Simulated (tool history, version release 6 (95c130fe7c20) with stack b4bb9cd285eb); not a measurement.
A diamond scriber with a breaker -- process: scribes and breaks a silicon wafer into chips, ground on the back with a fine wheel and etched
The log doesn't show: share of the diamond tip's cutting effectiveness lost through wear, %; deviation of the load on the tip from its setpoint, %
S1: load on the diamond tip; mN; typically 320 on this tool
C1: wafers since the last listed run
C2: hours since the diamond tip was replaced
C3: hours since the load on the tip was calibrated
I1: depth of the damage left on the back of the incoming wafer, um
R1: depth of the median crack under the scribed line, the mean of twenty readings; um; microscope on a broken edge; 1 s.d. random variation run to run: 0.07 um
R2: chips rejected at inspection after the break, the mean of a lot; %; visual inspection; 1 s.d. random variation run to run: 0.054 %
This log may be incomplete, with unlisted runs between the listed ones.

| run | day | S1 | C1 | C2 | C3 | I1 | R1 | R2 |
|---|---|---|---|---|---|---|---|---|
| 1 | 0.000 | 274 | 0 | 361.5 | 391.0 | 0.37 | 7.45 | 1.17 |
| 2 | 1.150 | 274 | 58 | 389.1 | 418.6 | 0.57 | 7.49 | 1.27 |
| 3 | 2.442 | 320 | 65 | 420.1 | 449.6 | 0.50 | 8.07 | 0.99 |
| 4 | 3.342 | 395 | 45 | 441.7 | 471.2 | 0.32 | 8.85 | 3.05 |
| 5 | 3.933 | 395 | 30 | 455.9 | 485.4 | 0.75 | 8.97 | 3.08 |
| 6 | 5.296 | 320 | 69 | 488.6 | 518.1 | 0.80 | 8.19 | 1.12 |
| 7 | 6.762 | 320 | 74 | 523.8 | 553.3 | 0.44 | 8.28 | 1.01 |
|  | 7.083 | load on the tip recalibrated |
| 8 | 7.579 | 320 | 37 | 543.4 | 11.9 | 0.72 | 7.82 | 0.96 |
| 9 | 8.775 | 320 | 60 | 572.1 | 40.6 | 0.42 | 7.88 | 0.87 |
| 10 | 9.362 | 320 | 29 | 586.2 | 54.7 | 0.43 | 7.86 | 0.94 |
| 11 | 10.842 | 320 | 75 | 621.7 | 90.2 | 0.47 | 7.79 | 0.88 |
| 12 | 11.908 | 292 | 54 | 647.3 | 115.8 | 0.54 | 7.52 | 1.20 |
| 13 | 14.275 | 292 | 120 | 704.1 | 172.6 | 0.73 | 7.59 | 1.09 |
| 14 | 15.312 | 292 | 52 | 729.0 | 197.5 | 0.40 | 7.61 | 1.06 |
| 15 | 16.188 | 355 | 44 | 750.0 | 218.5 | 0.30 | 8.31 | 1.34 |
| 16 | 17.583 | 292 | 71 | 783.5 | 252.0 | 0.54 | 7.70 | 1.11 |
| 17 | 18.188 | 252 | 30 | 798.0 | 266.5 | 0.74 | 7.22 | 1.66 |
| 18 | 19.008 | 373 | 41 | 817.7 | 286.2 | 0.71 | 8.57 | 1.95 |
|  | 19.592 | diamond tip replaced by a new one |
| 19 | 19.783 | 367 | 35 | 4.6 | 304.8 | 0.73 | 8.62 | 1.84 |
| 20 | 20.500 | 367 | 36 | 21.8 | 322.0 | 0.37 | 8.63 | 1.65 |
| 21 | 21.379 | 320 | 44 | 42.9 | 343.1 | 0.55 | 7.99 | 0.98 |
| 22 | 22.862 | 393 | 75 | 78.5 | 378.7 | 0.67 | 8.94 | 2.86 |
| 23 | 23.550 | 289 | 34 | 95.0 | 395.2 | 0.42 | 7.72 | 0.94 |
| 24 | 24.642 | 320 | 55 | 121.2 | 421.4 | 0.56 | 8.08 | 1.09 |
|  | 24.925 | load on the tip recalibrated |
| 25 | 25.621 | 238 | 45 | 144.7 | 16.7 | 0.33 | 6.85 | 2.57 |
| 26 | 26.967 | 320 | 68 | 177.0 | 49.0 | 0.68 | 8.05 | 1.02 |
| 27 | 28.112 | 255 | 58 | 204.5 | 76.5 | 0.57 | 7.21 | 1.79 |
| 28 | 29.154 | 320 | 52 | 229.5 | 101.5 | 0.34 | 7.87 | 1.01 |
| 29 | 30.450 | 376 | 65 | 260.6 | 132.6 | 0.30 | 8.70 | 1.91 |
| 30 | 31.683 | 344 | 62 | 290.2 | 162.2 | 0.42 | 8.32 | 1.22 |
| 31 | 32.646 | 375 | 48 | 313.3 | 185.3 | 0.60 | 8.58 | 1.80 |

Per-run results on a tool with no hidden state, each run keeping its own random variation:
| run | R1 | R2 |
|---|---|---|
| 1 | 7.27 | 1.50 |
| 2 | 7.29 | 1.66 |
| 3 | 7.83 | 0.89 |
| 4 | 8.58 | 2.18 |
| 5 | 8.68 | 2.19 |
| 6 | 7.90 | 0.98 |
| 7 | 7.97 | 0.86 |
| 8 | 7.85 | 0.96 |
| 9 | 7.89 | 0.87 |
| 10 | 7.86 | 0.94 |
| 11 | 7.76 | 0.88 |
| 12 | 7.48 | 1.26 |
| 13 | 7.50 | 1.18 |
| 14 | 7.51 | 1.17 |
| 15 | 8.19 | 1.16 |
| 16 | 7.56 | 1.26 |
| 17 | 7.08 | 2.03 |
| 18 | 8.39 | 1.56 |
| 19 | 8.43 | 1.45 |
| 20 | 8.43 | 1.28 |
| 21 | 7.78 | 0.91 |
| 22 | 8.69 | 2.11 |
| 23 | 7.49 | 1.15 |
| 24 | 7.82 | 0.97 |
| 25 | 6.79 | 2.80 |
| 26 | 7.96 | 1.01 |
| 27 | 7.11 | 2.06 |
| 28 | 7.75 | 0.98 |
| 29 | 8.54 | 1.56 |
| 30 | 8.15 | 1.02 |
| 31 | 8.39 | 1.40 |
